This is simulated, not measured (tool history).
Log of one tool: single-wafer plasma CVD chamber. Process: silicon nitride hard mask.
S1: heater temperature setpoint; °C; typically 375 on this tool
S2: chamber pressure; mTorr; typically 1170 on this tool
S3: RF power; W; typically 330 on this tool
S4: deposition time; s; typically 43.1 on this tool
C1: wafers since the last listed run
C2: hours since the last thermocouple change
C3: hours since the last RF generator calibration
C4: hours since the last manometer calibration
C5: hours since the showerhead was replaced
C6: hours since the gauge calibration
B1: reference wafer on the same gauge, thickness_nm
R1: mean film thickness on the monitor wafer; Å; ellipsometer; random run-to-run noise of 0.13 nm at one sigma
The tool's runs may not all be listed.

run 1 hour=0 | S1=375 S2=1170 S3=330 S4=36.2 | C1=0 C2=1231.1 C3=632.5 C4=1242.6 C5=291.8 C6=3982.9 | B1=56.078 | R1=417.06
run 2 hour=54.2 | S1=375 S2=1170 S3=305 S4=43.1 | C1=1431 C2=1285.3 C3=686.7 C4=1296.8 C5=346 C6=4037.1 | B1=56.049 | R1=472.02
run 3 hour=154.5 | S1=375 S2=1170 S3=305 S4=43.1 | C1=2649 C2=1385.6 C3=787 C4=1397.1 C5=446.3 C6=4137.4 | B1=56.117 | R1=475.93
-- hour=195.4 gauge calibrated
run 4 hour=261 | S1=375 S2=1170 S3=330 S4=43.1 | C1=2813 C2=1492.1 C3=893.5 C4=1503.6 C5=552.8 C6=65.6 | B1=56.074 | R1=495.44
run 5 hour=362.9 | S1=375 S2=1170 S3=330 S4=43.1 | C1=2692 C2=1594 C3=995.4 C4=1605.5 C5=654.7 C6=167.5 | B1=56.104 | R1=497.65
run 6 hour=459.6 | S1=375 S2=1170 S3=330 S4=43.1 | C1=2554 C2=1690.7 C3=1092.1 C4=1702.2 C5=751.4 C6=264.2 | B1=56.095 | R1=496.44
-- hour=475.7 RF generator calibrated
-- hour=517.5 thermocouple changed; heater temperature recalibrated
run 7 hour=563.8 | S1=380 S2=1340 S3=270 S4=49.4 | C1=2330 C2=46.3 C3=88.1 C4=1806.4 C5=855.6 C6=368.4 | B1=56.064 | R1=530.16
run 8 hour=654.9 | S1=384 S2=1170 S3=265 S4=39.3 | C1=2406 C2=137.4 C3=179.2 C4=1897.5 C5=946.7 C6=459.5 | B1=56.125 | R1=397.42
run 9 hour=694.5 | S1=375 S2=1170 S3=330 S4=43.1 | C1=1046 C2=177 C3=218.8 C4=1937.1 C5=986.3 C6=499.1 | B1=56.099 | R1=501.51
run 10 hour=738.4 | S1=375 S2=1170 S3=330 S4=43.1 | C1=1159 C2=220.9 C3=262.7 C4=1981 C5=1030.2 C6=543 | B1=56.104 | R1=500.8
run 11 hour=812.1 | S1=375 S2=1170 S3=380 S4=49.6 | C1=1947 C2=294.6 C3=336.4 C4=2054.7 C5=1103.9 C6=616.7 | B1=56.082 | R1=623.46
run 12 hour=895.2 | S1=384 S2=1440 S3=305 S4=38.7 | C1=2195 C2=377.7 C3=419.5 C4=2137.8 C5=1187 C6=699.8 | B1=56.087 | R1=460.55
run 13 hour=947.9 | S1=375 S2=890 S3=330 S4=43.1 | C1=1392 C2=430.4 C3=472.2 C4=2190.5 C5=1239.7 C6=752.5 | B1=56.097 | R1=444.85
-- hour=1015 capacitance manometer re-zeroed and calibrated
run 14 hour=1015.5 | S1=384 S2=1170 S3=265 S4=39.3 | C1=1574 C2=498 C3=539.8 C4=0.5 C5=1307.3 C6=820.1 | B1=56.133 | R1=374.81
run 15 hour=1059.4 | S1=375 S2=1170 S3=330 S4=51.6 | C1=1159 C2=541.9 C3=583.7 C4=44.4 C5=1351.2 C6=864 | B1=56.112 | R1=564.83
run 16 hour=1102.1 | S1=375 S2=960 S3=330 S4=48.8 | C1=1128 C2=584.6 C3=626.4 C4=87.1 C5=1393.9 C6=906.7 | B1=56.158 | R1=489.88
run 17 hour=1207.6 | S1=375 S2=1260 S3=330 S4=43.1 | C1=2787 C2=690.1 C3=731.9 C4=192.6 C5=1499.4 C6=1012.2 | B1=56.112 | R1=486.8
run 18 hour=1349.5 | S1=382 S2=1280 S3=310 S4=43.1 | C1=3748 C2=832 C3=873.8 C4=334.5 C5=1641.3 C6=1154.1 | B1=56.081 | R1=469.92
run 19 hour=1410.1 | S1=387 S2=1170 S3=350 S4=46.6 | C1=1600 C2=892.6 C3=934.4 C4=395.1 C5=1701.9 C6=1214.7 | B1=56.082 | R1=526.1
run 20 hour=1455.3 | S1=375 S2=1000 S3=330 S4=51.4 | C1=1194 C2=937.8 C3=979.6 C4=440.3 C5=1747.1 C6=1259.9 | B1=56.076 | R1=525.27
-- hour=1489.7 RF generator calibrated
run 21 hour=1510.8 | S1=375 S2=1170 S3=330 S4=43.1 | C1=1254 C2=993.3 C3=21.1 C4=495.8 C5=1802.6 C6=1315.4 | B1=56.116 | R1=472.38
run 22 hour=1557.9 | S1=381 S2=1170 S3=395 S4=43.1 | C1=1244 C2=1040.4 C3=68.2 C4=542.9 C5=1849.7 C6=1362.5 | B1=56.086 | R1=521.86
run 23 hour=1596.7 | S1=375 S2=1170 S3=330 S4=43.1 | C1=1025 C2=1079.2 C3=107 C4=581.7 C5=1888.5 C6=1401.3 | B1=56.105 | R1=470.77
run 24 hour=1674.8 | S1=375 S2=1170 S3=330 S4=43.1 | C1=2063 C2=1157.3 C3=185.1 C4=659.8 C5=1966.6 C6=1479.4 | B1=56.134 | R1=472.7
run 25 hour=1782.8 | S1=375 S2=1170 S3=330 S4=43.1 | C1=2853 C2=1265.3 C3=293.1 C4=767.8 C5=2074.6 C6=1587.4 | B1=56.09 | R1=471.91
-- hour=1808.5 capacitance manometer re-zeroed and calibrated, repeated, since the last time left the tool worse
run 26 hour=1831.4 | S1=375 S2=1170 S3=330 S4=43.1 | C1=1072 C2=1313.9 C3=341.7 C4=22.9 C5=2123.2 C6=1636 | B1=56.088 | R1=492.57
run 27 hour=2107.7 | S1=375 S2=930 S3=330 S4=43.1 | C1=7299 C2=1590.2 C3=618 C4=299.2 C5=2399.5 C6=1912.3 | B1=56.084 | R1=445.31

What if the next run were any one of these 5? Each begins from the tool's condition after run 27:
run A hour=2108.1 | S1=375 S2=1030 S3=330 S4=43.1 | C1=10 C2=1590.6 C3=618.4 C4=299.6 C5=2399.9 C6=1912.7 | B1=? | R1=?
run B hour=2108.1 | S1=388 S2=1100 S3=360 S4=37.9 | C1=10 C2=1590.6 C3=618.4 C4=299.6 C5=2399.9 C6=1912.7 | B1=? | R1=?
run C hour=2108.1 | S1=367 S2=1170 S3=345 S4=43.1 | C1=10 C2=1590.6 C3=618.4 C4=299.6 C5=2399.9 C6=1912.7 | B1=? | R1=?
run D hour=2108.1 | S1=360 S2=1340 S3=330 S4=43.1 | C1=10 C2=1590.6 C3=618.4 C4=299.6 C5=2399.9 C6=1912.7 | B1=? | R1=?
run E hour=2108.1 | S1=380 S2=960 S3=390 S4=39.2 | C1=10 C2=1590.6 C3=618.4 C4=299.6 C5=2399.9 C6=1912.7 | B1=? | R1=?

run=A B1=56.075 R1=468.45
run=B B1=56.075 R1=442.55
run=C B1=56.075 R1=508.27
run=D B1=56.075 R1=522.63
run=E B1=56.075 R1=454.07
Without the tool's hidden state the same runs would have given:
run=A R1=469.37
run=B R1=443.42
run=C R1=509.19
run=D R1=523.54
run=E R1=455.07
